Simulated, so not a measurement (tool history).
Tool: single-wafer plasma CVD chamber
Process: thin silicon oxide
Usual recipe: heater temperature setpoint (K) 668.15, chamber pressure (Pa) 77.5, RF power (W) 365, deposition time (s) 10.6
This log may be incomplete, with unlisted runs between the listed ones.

run,hour,heater temperature setpoint (K),chamber pressure (Pa),RF power (W),deposition time (s),wafers since the last listed run,hours since the last thermocouple change,hours since the last RF generator calibration,hours since the last manometer calibration,hours since the showerhead was replaced,hours since the gauge calibration,"read-back reference wafer on the same gauge, thickness_nm",mean film thickness on the monitor wafer (angstrom)
1,0,668.15,66.9,365,11.8,0,875.3,1197.7,504.4,5931.5,56,15.199,153.96
2,68.7,668.15,66.9,365,11.8,926,944,1266.4,573.1,6000.2,124.7,15.202,153.26
3,171,668.15,66.9,365,11.8,1379,1046.3,1368.7,675.4,6102.5,227,15.204,153.26
# hour 236.6: thermocouple changed; heater temperature recalibrated
4,237.2,668.15,77.5,365,10.6,784,0.6,1434.9,741.6,6168.7,293.2,15.205,159.99
5,294.7,668.15,77.5,365,10.6,775,58.1,1492.4,799.1,6226.2,350.7,15.195,159.13
6,393.1,668.15,77.5,365,10.6,1326,156.5,1590.8,897.5,6324.6,449.1,15.198,158.84
7,429.6,668.15,77.5,365,10.6,492,193,1627.3,934,6361.1,485.6,15.2,158.86
# hour 498.2: RF generator calibrated
8,498.7,668.15,77.5,365,10.6,823,262.1,0.5,1003.1,6430.2,554.7,15.205,158.88
9,566.4,678.15,77.5,365,10.6,912,329.8,68.2,1070.8,6497.9,622.4,15.201,157.35
10,604.6,678.15,77.5,365,10.6,514,368,106.4,1109,6536.1,660.6,15.202,158.24
11,674.2,678.15,77.5,365,10.6,938,437.6,176,1178.6,6605.7,730.2,15.194,157.43
12,714.3,668.15,81.9,365,10.6,540,477.7,216.1,1218.7,6645.8,770.3,15.202,168.12
13,777,668.15,77.5,365,10.6,845,540.4,278.8,1281.4,6708.5,833,15.202,158.33
14,866.9,668.15,65.6,415,9.9,1211,630.3,368.7,1371.3,6798.4,922.9,15.193,129.71
15,909.9,668.15,77.5,365,10.6,579,673.3,411.7,1414.3,6841.4,965.9,15.208,158.01
16,966.5,668.15,77.5,365,10.6,762,729.9,468.3,1470.9,6898,1022.5,15.203,157.73
17,1024.3,668.15,77.5,365,11.3,779,787.7,526.1,1528.7,6955.8,1080.3,15.204,168.57
18,1096.3,677.15,70.3,330,8.6,970,859.7,598.1,1600.7,7027.8,1152.3,15.203,112.27
# hour 1106.9: gauge calibrated
19,1183.9,668.15,90.7,390,12.5,1180,947.3,685.7,1688.3,7115.4,77,15.202,223.05
# hour 1231.4: showerhead replaced
20,1251.8,655.15,90.7,430,11.3,807,1015.2,753.6,1756.2,20.4,144.9,15.197,210.21
21,1347.4,654.15,58.1,410,9.1,1288,1110.8,849.2,1851.8,116,240.5,15.196,105.93
# hour 1361: capacitance manometer re-zeroed and calibrated
# hour 1371.2: thermocouple changed; heater temperature recalibrated
22,1394.3,668.15,68.3,365,10.6,416,23.1,896.1,33.3,162.9,287.4,15.197,142.84
23,1494.2,668.15,77.5,365,10.6,1346,123,996,133.2,262.8,387.3,15.205,161.69
24,1582.9,668.15,77.5,365,10.6,1195,211.7,1084.7,221.9,351.5,476,15.194,161.25
25,1689.8,668.15,69.2,365,10.6,1441,318.6,1191.6,328.8,458.4,582.9,15.207,142.94
26,1741.9,680.15,77.5,365,10.6,702,370.7,1243.7,380.9,510.5,635,15.2,158.72
27,1816.6,660.15,72.5,365,12.3,1006,445.4,1318.4,455.6,585.2,709.7,15.199,174.24
28,1922.9,668.15,63.1,310,10.6,1432,551.7,1424.7,561.9,691.5,816,15.203,123.35
29,1999.6,668.15,96.4,330,12.7,1033,628.4,1501.4,638.6,768.2,892.7,15.203,230.55

State the hidden condition of the tool at each of the runs:
wafer temperature above the value expected at the setpoint (K): 0 across all the runs
delivered RF power above the setpoint (%): 0 across all the runs
gauge reads high (%): 0 across all the runs
H1: true pressure above the setpoint (%)
run,H1
1,-1.86
2,-2
3,-2.18
4,-2.28
5,-2.36
6,-2.47
7,-2.51
8,-2.58
9,-2.63
10,-2.66
11,-2.71
12,-2.74
13,-2.77
14,-2.82
15,-2.84
16,-2.86
17,-2.88
18,-2.91
19,-2.93
20,-2.95
21,-2.97
22,-0.424
23,-0.871
24,-1.21
25,-1.55
26,-1.7
27,-1.88
28,-2.11
29,-2.25
